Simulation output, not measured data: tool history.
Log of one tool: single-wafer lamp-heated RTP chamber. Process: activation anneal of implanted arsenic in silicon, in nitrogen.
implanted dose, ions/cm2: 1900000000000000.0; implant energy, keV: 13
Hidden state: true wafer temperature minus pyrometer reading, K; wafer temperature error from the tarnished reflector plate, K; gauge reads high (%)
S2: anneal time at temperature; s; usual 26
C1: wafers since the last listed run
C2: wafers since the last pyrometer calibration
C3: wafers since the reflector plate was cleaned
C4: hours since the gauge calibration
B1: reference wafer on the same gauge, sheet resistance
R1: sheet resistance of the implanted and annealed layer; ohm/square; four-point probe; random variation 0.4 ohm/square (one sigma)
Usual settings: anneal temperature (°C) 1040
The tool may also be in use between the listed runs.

{"run": 1, "hour": 0.0, "anneal temperature (°C)": 1040, "S2": 26, "C1": 0, "C2": 319, "C3": 319, "C4": 273.5, "B1": 75.18, "R1": 83.71}
{"run": 2, "hour": 31.8, "anneal temperature (°C)": 1040, "S2": 26, "C1": 524, "C2": 843, "C3": 843, "C4": 305.3, "B1": 75.29, "R1": 84.39}
{"run": 3, "hour": 98.7, "anneal temperature (°C)": 1040, "S2": 26, "C1": 1102, "C2": 1945, "C3": 1945, "C4": 372.2, "B1": 75.19, "R1": 84.25}
{"run": 4, "hour": 125.8, "anneal temperature (°C)": 1047, "S2": 22, "C1": 446, "C2": 2392, "C3": 2392, "C4": 399.3, "B1": 75.19, "R1": 83.51}
{"run": 5, "hour": 170.6, "anneal temperature (°C)": 1047, "S2": 22, "C1": 738, "C2": 3130, "C3": 3130, "C4": 444.1, "B1": 75.25, "R1": 84.25}
{"run": 6, "hour": 219.8, "anneal temperature (°C)": 1040, "S2": 26, "C1": 810, "C2": 3941, "C3": 3941, "C4": 493.3, "B1": 75.18, "R1": 84.28}
{"hour": 269.0, "done": "pyrometer window cleaned and pyrometer calibrated"}
{"run": 7, "hour": 269.5, "anneal temperature (°C)": 1040, "S2": 26, "C1": 687, "C2": 8, "C3": 4629, "C4": 543.0, "B1": 75.18, "R1": 83.89}
{"run": 8, "hour": 313.6, "anneal temperature (°C)": 1040, "S2": 26, "C1": 726, "C2": 735, "C3": 5355, "C4": 587.1, "B1": 75.17, "R1": 84.34}
{"hour": 333.7, "done": "reflector plate cleaned"}
{"run": 9, "hour": 375.1, "anneal temperature (°C)": 1040, "S2": 26, "C1": 881, "C2": 1617, "C3": 682, "C4": 648.6, "B1": 75.21, "R1": 83.94}
{"hour": 408.3, "done": "gauge calibrated"}
{"run": 10, "hour": 442.6, "anneal temperature (°C)": 1040, "S2": 26, "C1": 1112, "C2": 2729, "C3": 1795, "C4": 34.3, "B1": 75.15, "R1": 85.08}
{"run": 11, "hour": 512.6, "anneal temperature (°C)": 1040, "S2": 15, "C1": 1153, "C2": 3883, "C3": 2948, "C4": 104.3, "B1": 75.2, "R1": 95.35}
{"hour": 533.8, "done": "pyrometer window cleaned and pyrometer calibrated"}
{"run": 12, "hour": 554.4, "anneal temperature (°C)": 1040, "S2": 26, "C1": 557, "C2": 339, "C3": 3505, "C4": 146.1, "B1": 75.17, "R1": 84.34}
{"run": 13, "hour": 583.8, "anneal temperature (°C)": 1021, "S2": 18, "C1": 484, "C2": 823, "C3": 3990, "C4": 175.5, "B1": 75.24, "R1": 102.76}
{"run": 14, "hour": 624.1, "anneal temperature (°C)": 1040, "S2": 26, "C1": 664, "C2": 1487, "C3": 4654, "C4": 215.8, "B1": 75.23, "R1": 84.46}
{"run": 15, "hour": 681.6, "anneal temperature (°C)": 1040, "S2": 26, "C1": 947, "C2": 2435, "C3": 5602, "C4": 273.3, "B1": 75.18, "R1": 84.39}
{"hour": 692.7, "done": "reflector plate cleaned"}
{"run": 16, "hour": 735.3, "anneal temperature (°C)": 1013, "S2": 21, "C1": 753, "C2": 3188, "C3": 701, "C4": 327.0, "B1": 75.19, "R1": 104.19}
{"run": 17, "hour": 803.0, "anneal temperature (°C)": 1022, "S2": 32, "C1": 1115, "C2": 4304, "C3": 1817, "C4": 394.7, "B1": 75.2, "R1": 89.71}
{"run": 18, "hour": 832.0, "anneal temperature (°C)": 1055, "S2": 26, "C1": 477, "C2": 4782, "C3": 2295, "C4": 423.7, "B1": 75.24, "R1": 77.32}
{"hour": 856.9, "done": "pyrometer window cleaned and pyrometer calibrated"}
{"run": 19, "hour": 870.3, "anneal temperature (°C)": 1040, "S2": 26, "C1": 499, "C2": 220, "C3": 2794, "C4": 462.0, "B1": 75.16, "R1": 84.6}
{"run": 20, "hour": 920.9, "anneal temperature (°C)": 1013, "S2": 35, "C1": 833, "C2": 1054, "C3": 3628, "C4": 512.6, "B1": 75.17, "R1": 92.94}
{"hour": 969.7, "done": "gauge calibrated"}
{"run": 21, "hour": 1031.3, "anneal temperature (°C)": 1024, "S2": 18, "C1": 1819, "C2": 2873, "C3": 5447, "C4": 61.6, "B1": 75.18, "R1": 100.55}

3 ways to go on from here, each from the tool as it stands after run 21. What would each give?
{"run": "A", "hour": 1031.7, "anneal temperature (°C)": 1040, "S2": 26, "C1": 6, "C2": 2880, "C3": 5454, "C4": 62.0, "B1": "?", "R1": "?"}
{"run": "B", "hour": 1031.7, "anneal temperature (°C)": 1063, "S2": 26, "C1": 6, "C2": 2880, "C3": 5454, "C4": 62.0, "B1": "?", "R1": "?"}
{"run": "C", "hour": 1031.7, "anneal temperature (°C)": 1015, "S2": 17, "C1": 6, "C2": 2880, "C3": 5454, "C4": 62.0, "B1": "?", "R1": "?"}

run=A B1=75.21 R1=84.77
run=B B1=75.21 R1=74.39
run=C B1=75.21 R1=108.74
Without the tool's hidden state the same runs would have given:
run=A R1=84.77
run=B R1=74.39
run=C R1=108.74
